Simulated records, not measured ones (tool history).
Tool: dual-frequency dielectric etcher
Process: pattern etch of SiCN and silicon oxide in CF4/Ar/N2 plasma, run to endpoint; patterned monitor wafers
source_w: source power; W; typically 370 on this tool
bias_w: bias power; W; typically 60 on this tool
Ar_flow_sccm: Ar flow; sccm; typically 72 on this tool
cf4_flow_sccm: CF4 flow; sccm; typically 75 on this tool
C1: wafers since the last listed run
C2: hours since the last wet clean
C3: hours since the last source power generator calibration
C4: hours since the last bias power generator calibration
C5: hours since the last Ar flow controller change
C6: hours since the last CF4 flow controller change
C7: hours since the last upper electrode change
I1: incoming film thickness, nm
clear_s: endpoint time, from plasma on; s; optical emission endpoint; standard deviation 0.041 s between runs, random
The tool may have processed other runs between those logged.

{"run": 1, "hour": 0.0, "source_w": 370, "bias_w": 60, "Ar_flow_sccm": 72, "cf4_flow_sccm": 75, "C1": 0, "C2": 228.3, "C3": 3836.6, "C4": 4569.4, "C5": 3347, "C6": 4473.6, "C7": 3253.1, "I1": 10.44, "clear_s": 13.5}
{"run": 2, "hour": 13.8, "source_w": 370, "bias_w": 60, "Ar_flow_sccm": 72, "cf4_flow_sccm": 75, "C1": 224, "C2": 242.1, "C3": 3850.4, "C4": 4583.2, "C5": 3360.8, "C6": 4487.4, "C7": 3266.9, "I1": 10.57, "clear_s": 13.7}
{"run": 3, "hour": 22.7, "source_w": 370, "bias_w": 60, "Ar_flow_sccm": 72, "cf4_flow_sccm": 75, "C1": 144, "C2": 251, "C3": 3859.3, "C4": 4592.1, "C5": 3369.7, "C6": 4496.3, "C7": 3275.8, "I1": 10.47, "clear_s": 13.6}
{"run": 4, "hour": 39.2, "source_w": 370, "bias_w": 60, "Ar_flow_sccm": 72, "cf4_flow_sccm": 75, "C1": 268, "C2": 267.5, "C3": 3875.8, "C4": 4608.6, "C5": 3386.2, "C6": 4512.8, "C7": 3292.3, "I1": 10.47, "clear_s": 13.6}
{"run": 5, "hour": 51.7, "source_w": 370, "bias_w": 60, "Ar_flow_sccm": 72, "cf4_flow_sccm": 75, "C1": 203, "C2": 280, "C3": 3888.3, "C4": 4621.1, "C5": 3398.7, "C6": 4525.3, "C7": 3304.8, "I1": 10.46, "clear_s": 13.7}
{"run": 6, "hour": 59.6, "source_w": 370, "bias_w": 60, "Ar_flow_sccm": 72, "cf4_flow_sccm": 75, "C1": 128, "C2": 287.9, "C3": 3896.2, "C4": 4629, "C5": 3406.6, "C6": 4533.2, "C7": 3312.7, "I1": 10.48, "clear_s": 13.7}
{"run": 7, "hour": 68.8, "source_w": 370, "bias_w": 60, "Ar_flow_sccm": 72, "cf4_flow_sccm": 75, "C1": 149, "C2": 297.1, "C3": 3905.4, "C4": 4638.2, "C5": 3415.8, "C6": 4542.4, "C7": 3321.9, "I1": 10.49, "clear_s": 13.7}
{"run": 8, "hour": 81.3, "source_w": 370, "bias_w": 60, "Ar_flow_sccm": 83, "cf4_flow_sccm": 75, "C1": 203, "C2": 309.6, "C3": 3917.9, "C4": 4650.7, "C5": 3428.3, "C6": 4554.9, "C7": 3334.4, "I1": 10.43, "clear_s": 14}
{"hour": 91.1, "done": "bias power generator calibrated"}
{"run": 9, "hour": 95.4, "source_w": 370, "bias_w": 60, "Ar_flow_sccm": 83, "cf4_flow_sccm": 75, "C1": 164, "C2": 323.7, "C3": 3932, "C4": 4.3, "C5": 3442.4, "C6": 4569, "C7": 3348.5, "I1": 10.45, "clear_s": 14}
{"run": 10, "hour": 103.3, "source_w": 370, "bias_w": 60, "Ar_flow_sccm": 72, "cf4_flow_sccm": 75, "C1": 128, "C2": 331.6, "C3": 3939.9, "C4": 12.2, "C5": 3450.3, "C6": 4576.9, "C7": 3356.4, "I1": 10.58, "clear_s": 13.9}
{"run": 11, "hour": 121.1, "source_w": 410, "bias_w": 60, "Ar_flow_sccm": 72, "cf4_flow_sccm": 65, "C1": 289, "C2": 349.4, "C3": 3957.7, "C4": 30, "C5": 3468.1, "C6": 4594.7, "C7": 3374.2, "I1": 10.55, "clear_s": 12.4}
{"run": 12, "hour": 134.8, "source_w": 370, "bias_w": 60, "Ar_flow_sccm": 72, "cf4_flow_sccm": 67, "C1": 222, "C2": 363.1, "C3": 3971.4, "C4": 43.7, "C5": 3481.8, "C6": 4608.4, "C7": 3387.9, "I1": 10.48, "clear_s": 13.9}
{"run": 13, "hour": 151.6, "source_w": 400, "bias_w": 60, "Ar_flow_sccm": 72, "cf4_flow_sccm": 64, "C1": 273, "C2": 379.9, "C3": 3988.2, "C4": 60.5, "C5": 3498.6, "C6": 4625.2, "C7": 3404.7, "I1": 10.46, "clear_s": 12.6}
{"hour": 168.9, "done": "source power generator calibrated"}
{"hour": 182.3, "done": "CF4 flow controller replaced"}
{"hour": 189.4, "done": "upper electrode replaced"}
{"run": 14, "hour": 201.3, "source_w": 390, "bias_w": 49, "Ar_flow_sccm": 81, "cf4_flow_sccm": 75, "C1": 530, "C2": 429.6, "C3": 32.4, "C4": 110.2, "C5": 3548.3, "C6": 19, "C7": 11.9, "I1": 10.53, "clear_s": 14.1}
{"hour": 230.1, "done": "wet clean of the chamber"}
{"run": 15, "hour": 230.6, "source_w": 400, "bias_w": 47, "Ar_flow_sccm": 89, "cf4_flow_sccm": 64, "C1": 86, "C2": 0.5, "C3": 61.7, "C4": 139.5, "C5": 3577.6, "C6": 48.3, "C7": 41.2, "I1": 10.49, "clear_s": 14}
{"run": 16, "hour": 246.8, "source_w": 320, "bias_w": 51, "Ar_flow_sccm": 82, "cf4_flow_sccm": 88, "C1": 263, "C2": 16.7, "C3": 77.9, "C4": 155.7, "C5": 3593.8, "C6": 64.5, "C7": 57.4, "I1": 10.45, "clear_s": 16.9}
{"hour": 259.1, "done": "Ar flow controller replaced"}
{"run": 17, "hour": 259.6, "source_w": 300, "bias_w": 60, "Ar_flow_sccm": 80, "cf4_flow_sccm": 75, "C1": 110, "C2": 29.5, "C3": 90.7, "C4": 168.5, "C5": 0.5, "C6": 77.3, "C7": 70.2, "I1": 10.56, "clear_s": 17.9}
{"run": 18, "hour": 303.9, "source_w": 370, "bias_w": 60, "Ar_flow_sccm": 55, "cf4_flow_sccm": 75, "C1": 720, "C2": 73.8, "C3": 135, "C4": 212.8, "C5": 44.8, "C6": 121.6, "C7": 114.5, "I1": 10.52, "clear_s": 13}
{"run": 19, "hour": 310.6, "source_w": 320, "bias_w": 51, "Ar_flow_sccm": 82, "cf4_flow_sccm": 88, "C1": 108, "C2": 80.5, "C3": 141.7, "C4": 219.5, "C5": 51.5, "C6": 128.3, "C7": 121.2, "I1": 10.64, "clear_s": 17.3}
{"run": 20, "hour": 327.7, "source_w": 370, "bias_w": 60, "Ar_flow_sccm": 72, "cf4_flow_sccm": 75, "C1": 278, "C2": 97.6, "C3": 158.8, "C4": 236.6, "C5": 68.6, "C6": 145.4, "C7": 138.3, "I1": 10.5, "clear_s": 13.5}

What will run 21 give?
{"run": 21, "hour": 338.2, "source_w": 370, "bias_w": 60, "Ar_flow_sccm": 72, "cf4_flow_sccm": 75, "C1": 170, "C2": 108.1, "C3": 169.3, "C4": 247.1, "C5": 79.1, "C6": 155.9, "C7": 148.8, "I1": 10.45, "clear_s": "?"}

Run 21 measured clear_s 13.6 s.
Without the tool's hidden state the same run would have given clear_s 13.5 s.

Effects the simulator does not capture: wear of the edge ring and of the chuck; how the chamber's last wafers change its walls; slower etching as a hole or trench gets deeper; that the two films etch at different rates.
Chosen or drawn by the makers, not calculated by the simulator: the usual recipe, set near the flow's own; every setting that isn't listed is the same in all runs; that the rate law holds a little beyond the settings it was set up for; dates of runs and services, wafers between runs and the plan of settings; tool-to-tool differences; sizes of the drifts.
